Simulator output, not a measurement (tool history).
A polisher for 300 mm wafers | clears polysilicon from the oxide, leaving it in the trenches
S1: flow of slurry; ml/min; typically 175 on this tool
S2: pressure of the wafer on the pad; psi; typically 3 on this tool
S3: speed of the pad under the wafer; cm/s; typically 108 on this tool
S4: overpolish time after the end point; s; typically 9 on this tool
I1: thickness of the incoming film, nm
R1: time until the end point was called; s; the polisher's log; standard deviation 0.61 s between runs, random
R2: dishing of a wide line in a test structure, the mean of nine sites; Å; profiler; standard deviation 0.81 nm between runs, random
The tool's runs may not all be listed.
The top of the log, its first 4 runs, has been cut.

run,hour,S1,S2,S3,S4,I1,R1,R2
5,42.8,175,3,108,9,593.1,31.6,513
6,58.6,175,3,108,9,592.8,31.3,498
7,66.1,175,3,108,9,585.9,30,502
8,83.4,175,3,108,9,592.7,30.3,520
9,98.8,175,3,108,9,587.4,29.4,495
10,115.1,175,3,108,9,588.3,30.7,508
11,132,225,3,108,9,578.4,28.3,504
# hour 158.9: worn pad replaced by a new one
12,170.8,225,3,108,9,597.6,29.3,500
13,182.1,225,3,108,9,599.4,29.9,504
# hour 190: slurry nozzle cleaned
14,190.9,175,3,108,9,583.3,29.1,500
15,208.8,175,3,108,9,595.9,29.2,508
# hour 213.4: head pressure recalibrated
16,224.8,175,3,94,11,595.7,37.2,508
17,238.2,175,3,96,13,584.5,36.3,513
18,245.2,205,2.5,108,6,592.5,36.9,435
19,258.2,140,2,134,4,593.1,40.9,365
# hour 264.5: worn pad replaced by a new one
20,268.9,175,3,108,9,584.8,32.2,492
21,275,175,3,108,9,590,31.5,512
22,283,215,3,126,9,577.5,27.3,520
23,291.5,130,2,108,11,590.5,50.6,485
24,300.1,150,3,70,11,590.2,49.4,481
25,317.4,130,2.2,130,9,594.5,39.1,482
26,329.3,130,2.2,130,9,583.7,39,490

Expected results for the next run?
27,342.1,130,2,142,5,584.3,?,?

R1: 38.8 s
R2: 421 Å
Were there no unlogged condition in the tool, this run, its random variation unchanged, would have produced R1 39.6 s, R2 417 Å.
